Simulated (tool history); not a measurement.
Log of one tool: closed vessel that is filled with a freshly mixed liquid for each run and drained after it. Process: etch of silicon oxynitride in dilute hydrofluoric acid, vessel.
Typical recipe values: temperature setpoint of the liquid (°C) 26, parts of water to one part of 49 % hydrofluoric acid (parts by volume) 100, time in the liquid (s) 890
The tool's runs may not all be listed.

run,day,temperature setpoint of the liquid (°C),parts of water to one part of 49 % hydrofluoric acid (parts by volume),time in the liquid (s),"read-back film thickness of the silicon oxynitride reference wafer, read on the same gauge (nm)",thickness taken off the silicon oxynitride on a monitor wafer (nm)
1,0,26,100,890,109.99,15.22
2,2.046,26,100,890,110.01,15.3
3,4.188,26,100,890,110,15.39
4,5.004,26,100,890,110.01,15.16
5,5.308,26,100,890,109.97,15.33
6,5.925,26,100,890,109.99,15.28
7,6.25,26,60,890,110.01,26.68
8,6.854,26,60,890,110.02,26.77
9,7.108,26,60,890,110.02,26.81
# day 8.162: gauge calibrated
10,8.879,26,115,890,109.99,13.26
11,9.312,26,115,890,110.01,13.27
12,9.788,26,115,890,110.03,13.26
13,10.517,26,100,890,110,15.56
14,11.246,26,100,890,109.98,15.43
15,11.696,26,140,890,110.03,10.73
# day 12.142: thermometer replaced
16,12.325,26,140,1135,109.99,12.28
17,13.021,26,100,745,110.01,11.77
# day 13.629: hydrofluoric acid flow meter replaced
18,13.762,23,50,890,109.98,25.26
19,14.121,24,100,1415,109.99,20.11
20,14.608,26,100,890,109.99,14.01
21,14.983,30.5,85,615,109.99,14.25
22,16.821,26,65,1295,110,32.34
23,17.512,27.5,60,890,109.99,26.11
24,17.938,23.5,100,890,109.99,12.43
25,18.562,26,100,890,110.01,14.01
26,19.158,29.5,130,490,109.99,6.82

Estimate the outcome of run 27 from the log above:
27,19.604,26,115,890,?,?

Run 27 gave read-back film thickness of the silicon oxynitride reference wafer, read on the same gauge (nm) 110.01, thickness taken off the silicon oxynitride on a monitor wafer (nm) 12.11.
With no hidden state in the tool, this same run would have given thickness taken off the silicon oxynitride on a monitor wafer (nm) 11.69.
